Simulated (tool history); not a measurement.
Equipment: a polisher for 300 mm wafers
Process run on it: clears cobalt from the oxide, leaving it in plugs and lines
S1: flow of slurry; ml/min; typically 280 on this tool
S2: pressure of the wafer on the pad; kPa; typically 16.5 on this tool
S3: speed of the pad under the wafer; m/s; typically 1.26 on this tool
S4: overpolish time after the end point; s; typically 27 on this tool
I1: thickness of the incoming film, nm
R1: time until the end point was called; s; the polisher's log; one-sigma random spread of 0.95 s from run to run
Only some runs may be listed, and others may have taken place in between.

| run | hour | S1 | S2 | S3 | S4 | I1 | R1 |
|---|---|---|---|---|---|---|---|
| 1 | 0.0 | 280 | 16.5 | 1.26 | 27 | 310.5 | 56.0 |
| 2 | 86.1 | 280 | 16.5 | 1.46 | 27 | 306.2 | 50.9 |
|  | 127.0 | head pressure recalibrated |
| 3 | 174.4 | 280 | 16.5 | 1.46 | 27 | 306.8 | 48.7 |
|  | 220.7 | worn pad replaced by a new one |
| 4 | 249.5 | 280 | 16.5 | 1.26 | 27 | 310.1 | 52.4 |
| 5 | 331.1 | 280 | 16.5 | 1.26 | 27 | 311.5 | 53.4 |
|  | 399.8 | slurry nozzle cleaned |
| 6 | 414.6 | 280 | 16.5 | 1.26 | 27 | 312.0 | 54.3 |
| 7 | 476.3 | 280 | 16.5 | 1.26 | 27 | 314.7 | 58.6 |
| 8 | 587.8 | 280 | 16.5 | 1.26 | 27 | 314.6 | 59.4 |
| 9 | 673.2 | 280 | 16.5 | 1.26 | 27 | 314.3 | 57.8 |
|  | 679.2 | head pressure recalibrated |
| 10 | 756.8 | 280 | 16.5 | 1.26 | 27 | 312.4 | 56.8 |
| 11 | 834.1 | 280 | 16.5 | 1.26 | 27 | 310.9 | 57.8 |
|  | 909.0 | worn pad replaced by a new one |
| 12 | 934.2 | 280 | 16.5 | 1.26 | 27 | 303.5 | 51.7 |
|  | 1164.9 | slurry nozzle cleaned |
| 13 | 1187.0 | 280 | 16.5 | 1.26 | 27 | 306.6 | 56.9 |
| 14 | 1289.2 | 280 | 16.5 | 1.26 | 27 | 308.7 | 57.1 |
|  | 1323.4 | head pressure recalibrated |
| 15 | 1391.9 | 280 | 16.5 | 1.26 | 27 | 308.8 | 56.6 |
| 16 | 1434.8 | 280 | 16.5 | 1.26 | 27 | 314.5 | 59.5 |
|  | 1450.9 | worn pad replaced by a new one |
| 17 | 1533.5 | 280 | 16.5 | 1.26 | 27 | 303.8 | 50.2 |
| 18 | 1575.9 | 195 | 20.7 | 1.64 | 36 | 309.6 | 34.5 |
| 19 | 1660.5 | 280 | 16.5 | 1.26 | 27 | 313.6 | 56.7 |
| 20 | 1717.7 | 280 | 11.7 | 1.26 | 27 | 304.7 | 76.4 |
| 21 | 1821.2 | 280 | 16.5 | 1.66 | 32 | 310.0 | 43.1 |
| 22 | 1923.8 | 205 | 16.5 | 1.26 | 27 | 316.2 | 58.9 |
|  | 1931.2 | head pressure recalibrated |
| 23 | 1968.8 | 375 | 16.5 | 1.26 | 27 | 307.2 | 58.2 |
|  | 1974.0 | slurry nozzle cleaned |
|  | 2016.4 | worn pad replaced by a new one |
| 24 | 2034.2 | 350 | 16.5 | 1.26 | 27 | 310.9 | 51.6 |
| 25 | 2357.7 | 280 | 20.7 | 1.26 | 27 | 310.0 | 44.9 |
| 26 | 2394.0 | 280 | 16.5 | 1.26 | 27 | 312.5 | 55.9 |
| 27 | 2444.6 | 320 | 16.5 | 1.48 | 19 | 304.5 | 46.2 |
| 28 | 2493.8 | 210 | 16.5 | 1.50 | 27 | 306.7 | 46.9 |
| 29 | 2550.2 | 280 | 16.5 | 1.26 | 27 | 309.8 | 56.3 |
|  | 2560.6 | head pressure recalibrated |
| 30 | 2604.3 | 280 | 16.5 | 1.50 | 22 | 306.1 | 48.3 |
| 31 | 2671.3 | 280 | 16.5 | 1.12 | 35 | 310.3 | 62.8 |
|  | 2720.8 | worn pad replaced by a new one |
| 32 | 2739.7 | 280 | 20.7 | 0.96 | 12 | 313.0 | 56.8 |
| 33 | 2790.0 | 280 | 16.5 | 1.26 | 27 | 308.2 | 52.3 |
| 34 | 2864.6 | 280 | 14.5 | 1.26 | 27 | 304.0 | 59.1 |

Selected run-to-run steps in R1, each split into two signed amounts: the part the tool would show with no hidden state at all (from settings, incoming material and random variation), and the remainder, which goes to the hidden state together with any gauge scatter not common to the measured and the hidden-state-free results:
What the log doesn't record here: removal rate lost through wear of the pad, %; slurry flow missing at the pad, %; deviation of the head's pressure from its setpoint, %.
Run 11 -> 12: worn pad replaced by a new one. R1 -6.1 s: hidden state -5.9, all else -0.2.
Run 18 -> 19: S1 195 -> 280, S2 20.7 -> 16.5, S3 1.64 -> 1.26, S4 36 -> 27. R1 +22.2 s: hidden state +2.8, all else +19.4.
Run 19 -> 20: S2 16.5 -> 11.7. R1 +19.7 s: hidden state +2.7, all else +17.0.
Run 20 -> 21: S2 11.7 -> 16.5, S3 1.26 -> 1.66, S4 27 -> 32. R1 -33.3 s: hidden state -2.8, all else -30.5.
Run 23 -> 24: S1 375 -> 350, slurry nozzle cleaned, worn pad replaced by a new one. R1 -6.6 s: hidden state -6.8, all else +0.2.
Run 31 -> 32: S2 16.5 -> 20.7, S3 1.12 -> 0.96, S4 35 -> 12, worn pad replaced by a new one. R1 -6.0 s: hidden state -6.9, all else +0.9.
